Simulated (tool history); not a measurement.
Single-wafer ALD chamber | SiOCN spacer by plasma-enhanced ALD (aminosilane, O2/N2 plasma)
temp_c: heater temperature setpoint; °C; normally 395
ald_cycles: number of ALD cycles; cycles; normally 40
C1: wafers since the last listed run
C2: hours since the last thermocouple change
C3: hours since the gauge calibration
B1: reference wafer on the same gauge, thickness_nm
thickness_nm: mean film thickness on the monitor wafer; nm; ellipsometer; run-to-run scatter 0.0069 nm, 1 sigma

Run 1, hour 0.0: usual settings but temp_c 400 °C; C1 0; C2 261.5; C3 720.1; B1 2.888. Result: thickness_nm 2.762 nm.
Run 2, hour 170.9: usual settings but temp_c 400 °C; C1 970; C2 432.4; C3 891.0; B1 2.890. Result: thickness_nm 2.760 nm.
Run 3, hour 260.8: usual settings but ald_cycles 43 cycles; C1 510; C2 522.3; C3 980.9; B1 2.890. Result: thickness_nm 2.966 nm.
Run 4, hour 359.4: usual settings but ald_cycles 43 cycles; C1 559; C2 620.9; C3 1079.5; B1 2.889. Result: thickness_nm 2.960 nm.
Run 5, hour 464.2: usual settings but ald_cycles 43 cycles; C1 595; C2 725.7; C3 1184.3; B1 2.891. Result: thickness_nm 2.968 nm.
Run 6, hour 558.4: usual settings but temp_c 403 °C, ald_cycles 45 cycles; C1 534; C2 819.9; C3 1278.5; B1 2.893. Result: thickness_nm 3.067 nm.
Run 7, hour 664.6: usual settings but temp_c 403 °C, ald_cycles 45 cycles; C1 603; C2 926.1; C3 1384.7; B1 2.891. Result: thickness_nm 3.064 nm.
At hour 676.7: thermocouple changed; heater temperature recalibrated.
Run 8, hour 719.8: usual settings but ald_cycles 43 cycles; C1 268; C2 43.1; C3 1439.9; B1 2.889. Result: thickness_nm 2.968 nm.
At hour 751.0: gauge calibrated.
Run 9, hour 811.4: usual settings but temp_c 380 °C, ald_cycles 38 cycles; C1 520; C2 134.7; C3 60.4; B1 2.893. Result: thickness_nm 2.625 nm.
Run 10, hour 890.7: usual settings but temp_c 399 °C, ald_cycles 46 cycles; C1 450; C2 214.0; C3 139.7; B1 2.890. Result: thickness_nm 3.174 nm.
Run 11, hour 984.0: usual settings; C1 529; C2 307.3; C3 233.0; B1 2.893. Result: thickness_nm 2.768 nm.
Run 12, hour 1030.3: usual settings but temp_c 390 °C, ald_cycles 43 cycles; C1 262; C2 353.6; C3 279.3; B1 2.891. Result: thickness_nm 2.969 nm.
Run 13, hour 1066.7: usual settings but temp_c 408 °C, ald_cycles 34 cycles; C1 206; C2 390.0; C3 315.7; B1 2.891. Result: thickness_nm 2.275 nm.
Run 14, hour 1141.8: usual settings but temp_c 391 °C; C1 426; C2 465.1; C3 390.8; B1 2.893. Result: thickness_nm 2.760 nm.
Run 15, hour 1220.0: usual settings but temp_c 402 °C, ald_cycles 37 cycles; C1 444; C2 543.3; C3 469.0; B1 2.888. Result: thickness_nm 2.529 nm.

Alternative continuations, all from the tool just after run 15; predict every row:
Run A, hour 1220.5: usual settings but ald_cycles 37 cycles; C1 2; C2 543.8; C3 469.5; B1 ?. Result: thickness_nm ?.
Run B, hour 1220.5: usual settings but temp_c 400 °C, ald_cycles 37 cycles; C1 2; C2 543.8; C3 469.5; B1 ?. Result: thickness_nm ?.
Run C, hour 1220.5: usual settings but temp_c 388 °C, ald_cycles 48 cycles; C1 2; C2 543.8; C3 469.5; B1 ?. Result: thickness_nm ?.

run     B1  thickness_nm
  A  2.892         2.548
  B  2.892         2.543
  C  2.892         3.306
The same runs, with their run-to-run variation unchanged, on a tool lacking any hidden condition would have given:
run  thickness_nm
  A         2.548
  B         2.543
  C         3.306
